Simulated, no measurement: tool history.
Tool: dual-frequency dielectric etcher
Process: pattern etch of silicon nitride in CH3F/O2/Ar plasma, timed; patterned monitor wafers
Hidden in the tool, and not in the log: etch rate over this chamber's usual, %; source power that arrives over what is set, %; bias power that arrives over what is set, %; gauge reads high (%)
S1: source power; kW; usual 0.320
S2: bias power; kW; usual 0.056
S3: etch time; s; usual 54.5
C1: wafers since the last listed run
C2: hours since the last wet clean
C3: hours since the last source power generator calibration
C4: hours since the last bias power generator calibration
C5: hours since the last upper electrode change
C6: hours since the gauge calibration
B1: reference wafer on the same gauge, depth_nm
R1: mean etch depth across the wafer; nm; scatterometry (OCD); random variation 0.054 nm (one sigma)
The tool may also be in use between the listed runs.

Run 1, hour 0.0: usual settings; C1 0; C2 358.8; C3 3034.2; C4 3874.5; C5 4591.1; C6 252.8; B1 35.61. Result: R1 35.42 nm.
At hour 16.4: gauge calibrated.
Run 2, hour 22.9: usual settings; C1 254; C2 381.7; C3 3057.1; C4 3897.4; C5 4614.0; C6 6.5; B1 35.59. Result: R1 35.31 nm.
Run 3, hour 56.1: usual settings; C1 369; C2 414.9; C3 3090.3; C4 3930.6; C5 4647.2; C6 39.7; B1 35.59. Result: R1 35.31 nm.
Run 4, hour 78.4: usual settings; C1 248; C2 437.2; C3 3112.6; C4 3952.9; C5 4669.5; C6 62.0; B1 35.61. Result: R1 35.36 nm.
At hour 112.8: wet clean of the chamber.
Run 5, hour 113.3: usual settings; C1 121; C2 0.5; C3 3147.5; C4 3987.8; C5 4704.4; C6 96.9; B1 35.59. Result: R1 35.88 nm.
Run 6, hour 134.5: usual settings but S1 0.280 kW; C1 236; C2 21.7; C3 3168.7; C4 4009.0; C5 4725.6; C6 118.1; B1 35.61. Result: R1 34.42 nm.
At hour 160.3: bias power generator calibrated.
Run 7, hour 160.8: usual settings; C1 248; C2 48.0; C3 3195.0; C4 0.5; C5 4751.9; C6 144.4; B1 35.60. Result: R1 35.90 nm.
Run 8, hour 186.3: usual settings but S1 0.370 kW, S3 69.5 s; C1 283; C2 73.5; C3 3220.5; C4 26.0; C5 4777.4; C6 169.9; B1 35.60. Result: R1 47.73 nm.
At hour 213.4: upper electrode replaced.
At hour 218.9: source power generator calibrated.
Run 9, hour 221.1: usual settings; C1 75; C2 108.3; C3 2.2; C4 60.8; C5 7.7; C6 204.7; B1 35.60. Result: R1 35.80 nm.
Run 10, hour 234.3: usual settings but S3 68.0 s; C1 146; C2 121.5; C3 15.4; C4 74.0; C5 20.9; C6 217.9; B1 35.60. Result: R1 44.60 nm.
At hour 251.5: gauge calibrated.
Run 11, hour 258.6: usual settings but S2 0.044 kW, S3 45.5 s; C1 270; C2 145.8; C3 39.7; C4 98.3; C5 45.2; C6 7.1; B1 35.59. Result: R1 28.42 nm.
Run 12, hour 287.0: usual settings but S2 0.064 kW, S3 40.0 s; C1 316; C2 174.2; C3 68.1; C4 126.7; C5 73.6; C6 35.5; B1 35.61. Result: R1 27.00 nm.
Run 13, hour 315.1: usual settings; C1 312; C2 202.3; C3 96.2; C4 154.8; C5 101.7; C6 63.6; B1 35.61. Result: R1 35.64 nm.
Run 14, hour 327.3: usual settings but S1 0.290 kW, S3 39.0 s; C1 135; C2 214.5; C3 108.4; C4 167.0; C5 113.9; C6 75.8; B1 35.61. Result: R1 24.81 nm.
Run 15, hour 359.6: usual settings; C1 359; C2 246.8; C3 140.7; C4 199.3; C5 146.2; C6 108.1; B1 35.60. Result: R1 35.61 nm.

Forecast each of these 3 alternatives for the next run:
Run A, hour 360.0: usual settings; C1 4; C2 247.2; C3 141.1; C4 199.7; C5 146.6; C6 108.5; B1 ?. Result: R1 ?.
Run B, hour 360.0: usual settings but S1 0.400 kW, S2 0.043 kW; C1 4; C2 247.2; C3 141.1; C4 199.7; C5 146.6; C6 108.5; B1 ?. Result: R1 ?.
Run C, hour 360.0: usual settings but S2 0.061 kW; C1 4; C2 247.2; C3 141.1; C4 199.7; C5 146.6; C6 108.5; B1 ?. Result: R1 ?.

run     B1     R1
  A  35.61  35.65
  B  35.61  36.23
  C  35.61  36.30
Without the tool's hidden state the same runs would have given:
run     R1
  A  35.87
  B  36.46
  C  36.53
